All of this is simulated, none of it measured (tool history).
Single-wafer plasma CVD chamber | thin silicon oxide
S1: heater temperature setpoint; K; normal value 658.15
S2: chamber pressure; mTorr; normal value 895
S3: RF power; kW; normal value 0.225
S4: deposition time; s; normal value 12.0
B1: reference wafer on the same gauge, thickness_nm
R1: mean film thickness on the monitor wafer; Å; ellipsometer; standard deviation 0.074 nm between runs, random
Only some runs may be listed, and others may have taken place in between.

run 1 hour=0.0 | S1=658.15 S2=895 S3=0.225 S4=12.0 | B1=21.415 | R1=231.60
run 2 hour=19.3 | S1=658.15 S2=895 S3=0.225 S4=12.0 | B1=21.377 | R1=232.56
run 3 hour=41.0 | S1=658.15 S2=895 S3=0.225 S4=12.0 | B1=21.372 | R1=231.43
run 4 hour=74.2 | S1=658.15 S2=895 S3=0.225 S4=12.0 | B1=21.327 | R1=232.17
run 5 hour=94.0 | S1=658.15 S2=895 S3=0.225 S4=12.0 | B1=21.305 | R1=230.49
run 6 hour=117.2 | S1=658.15 S2=895 S3=0.225 S4=12.0 | B1=21.291 | R1=231.05
run 7 hour=150.7 | S1=658.15 S2=895 S3=0.225 S4=12.0 | B1=21.252 | R1=231.97
-- hour=164.3 thermocouple changed; heater temperature recalibrated
run 8 hour=173.7 | S1=649.15 S2=895 S3=0.225 S4=12.0 | B1=21.247 | R1=232.87
run 9 hour=241.3 | S1=658.15 S2=895 S3=0.225 S4=12.0 | B1=21.206 | R1=230.20
run 10 hour=264.7 | S1=668.15 S2=895 S3=0.225 S4=10.5 | B1=21.149 | R1=200.61
run 11 hour=293.1 | S1=668.15 S2=895 S3=0.225 S4=10.5 | B1=21.125 | R1=200.30
-- hour=312.9 capacitance manometer re-zeroed and calibrated
run 12 hour=313.4 | S1=658.15 S2=895 S3=0.225 S4=12.0 | B1=21.172 | R1=229.74
-- hour=335.3 showerhead replaced
run 13 hour=339.2 | S1=658.15 S2=895 S3=0.225 S4=12.0 | B1=21.130 | R1=230.35
-- hour=345.7 gauge calibrated
-- hour=360.7 RF generator calibrated
run 14 hour=361.2 | S1=658.15 S2=895 S3=0.225 S4=12.0 | B1=21.509 | R1=233.02
run 15 hour=371.9 | S1=658.15 S2=895 S3=0.225 S4=12.0 | B1=21.496 | R1=232.14
run 16 hour=390.9 | S1=658.15 S2=895 S3=0.225 S4=14.1 | B1=21.481 | R1=273.98
run 17 hour=404.8 | S1=665.15 S2=826 S3=0.240 S4=11.4 | B1=21.468 | R1=213.42
run 18 hour=495.7 | S1=646.15 S2=895 S3=0.225 S4=10.8 | B1=21.393 | R1=211.09
run 19 hour=525.1 | S1=664.15 S2=728 S3=0.215 S4=13.1 | B1=21.392 | R1=204.68
run 20 hour=539.1 | S1=651.15 S2=895 S3=0.250 S4=13.0 | B1=21.324 | R1=267.42

Forecast run 21:
run 21 hour=551.1 | S1=658.15 S2=895 S3=0.205 S4=12.0 | B1=? | R1=?

For run 21 the tool returned B1 21.341, R1 218.96 Å.
On a tool with no hidden condition, and with the same random variation, this run would have come out at R1 220.39 Å.
